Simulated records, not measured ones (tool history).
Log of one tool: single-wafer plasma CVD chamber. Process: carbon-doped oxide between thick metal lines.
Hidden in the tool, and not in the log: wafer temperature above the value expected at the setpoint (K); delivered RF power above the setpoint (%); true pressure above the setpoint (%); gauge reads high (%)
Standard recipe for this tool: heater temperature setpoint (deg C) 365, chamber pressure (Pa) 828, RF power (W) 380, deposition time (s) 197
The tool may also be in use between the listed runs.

run    hour  heater temperature setpoint (deg C)  chamber pressure (Pa)  RF power (W)  deposition time (s)  wafers since the last listed run  hours since the last thermocouple change  hours since the last RF generator calibration  hours since the last manometer calibration  hours since the showerhead was replaced  hours since the gauge calibration  read-back reference wafer on the same gauge, thickness_nm  mean film thickness on the monitor wafer (nm)
  1     0.0                                  365                    828           380                  197                                 0                                     510.4                                         1422.6                                       859.8                                   4625.4                             3489.8                                                    624.206                                        722.069
  2    67.3                                  365                    828           380                  197                               405                                     577.7                                         1489.9                                       927.1                                   4692.7                             3557.1                                                    624.001                                        720.698
  3   161.9                                  356                    828           350                  197                               569                                     672.3                                         1584.5                                      1021.7                                   4787.3                             3651.7                                                    623.160                                        687.311
      229.3  -- RF generator calibrated
  4   256.6                                  365                    828           420                  197                               522                                     767.0                                           27.3                                      1116.4                                   4882.0                             3746.4                                                    622.977                                        782.286
      280.1  -- capacitance manometer re-zeroed and calibrated
  5   295.4                                  365                    828           420                  197                               185                                     805.8                                           66.1                                        15.3                                   4920.8                             3785.2                                                    622.395                                        779.392
  6   335.1                                  365                    828           420                  197                               239                                     845.5                                          105.8                                        55.0                                   4960.5                             3824.9                                                    622.239                                        778.238
      393.1  -- showerhead replaced
  7   423.8                                  369                    949           325                  208                               486                                     934.2                                          194.5                                       143.7                                     30.7                             3913.6                                                    622.405                                        672.342
  8   630.0                                  365                   1015           430                  159                              1242                                    1140.4                                          400.7                                       349.9                                    236.9                             4119.8                                                    620.341                                        654.014
      832.1  -- gauge calibrated
  9   853.7                                  365                    828           430                  197                              1347                                    1364.1                                          624.4                                       573.6                                    460.6                               21.6                                                    644.031                                        813.730
 10   900.0                                  365                    828           380                  197                               278                                    1410.4                                          670.7                                       619.9                                    506.9                               67.9                                                    643.242                                        745.503
 11  1006.9                                  358                    828           400                  236                               643                                    1517.3                                          777.6                                       726.8                                    613.8                              174.8                                                    642.148                                        941.289
     1090.9  -- thermocouple changed; heater temperature recalibrated
 12  1107.8                                  365                    928           340                  224                               559                                      16.9                                          878.5                                       827.7                                    714.7                              275.7                                                    642.009                                        780.586
 13  1178.3                                  365                    828           380                  197                               424                                      87.4                                          949.0                                       898.2                                    785.2                              346.2                                                    641.517                                        736.696
 14  1270.5                                  365                    828           450                  170                               555                                     179.6                                         1041.2                                       990.4                                    877.4                              438.4                                                    640.908                                        735.070
     1317.4  -- capacitance manometer re-zeroed and calibrated
 15  1328.5                                  360                   1023           330                  219                               301                                     237.6                                         1099.2                                        11.1                                    935.4                              496.4                                                    641.130                                        764.377
 16  1387.8                                  365                    893           435                  184                               357                                     296.9                                         1158.5                                        70.4                                    994.7                              555.7                                                    641.296                                        778.959
 17  1457.5                                  357                    912           305                  197                               419                                     366.6                                         1228.2                                       140.1                                   1064.4                              625.4                                                    640.804                                        634.791
 18  1511.7                                  365                    828           380                  197                               326                                     420.8                                         1282.4                                       194.3                                   1118.6                              679.6                                                    639.771                                        740.026
 19  1559.5                                  365                    828           380                  197                               287                                     468.6                                         1330.2                                       242.1                                   1166.4                              727.4                                                    639.562                                        739.986
 20  1657.6                                  365                    828           380                  197                               590                                     566.7                                         1428.3                                       340.2                                   1264.5                              825.5                                                    639.220                                        739.627
 21  1694.1                                  375                    665           430                  197                               219                                     603.2                                         1464.8                                       376.7                                   1301.0                              862.0                                                    639.106                                        755.268
 22  1771.4                                  365                    731           380                  197                               465                                     680.5                                         1542.1                                       454.0                                   1378.3                              939.3                                                    638.808                                        717.708
 23  1822.6                                  361                    961           380                  197                               308                                     731.7                                         1593.3                                       505.2                                   1429.5                              990.5                                                    638.648                                        758.016
     2103.3  -- RF generator calibrated
 24  2136.4                                  365                    917           380                  197                              1842                                    1045.5                                           33.1                                       819.0                                   1743.3                             1304.3                                                    636.935                                        743.430
 25  2222.5                                  365                    828           445                  197                               518                                    1131.6                                          119.2                                       905.1                                   1829.4                             1390.4                                                    636.147                                        834.757
 26  2310.6                                  365                    828           380                  197                               530                                    1219.7                                          207.3                                       993.2                                   1917.5                             1478.5                                                    635.509                                        734.229

For run 27, what comes out?
     2358.7  -- capacitance manometer re-zeroed and calibrated
 27  2359.2                                  377                    775           380                  213                               244                                    1268.3                                          255.9                                         0.5                                   1966.1                             1527.1                                                          ?                                              ?

Run 27 yielded read-back reference wafer on the same gauge, thickness_nm 635.504, mean film thickness on the monitor wafer (nm) 762.402.
Were there no unlogged condition in the tool, this run, its random variation unchanged, would have produced mean film thickness on the monitor wafer (nm) 772.434.
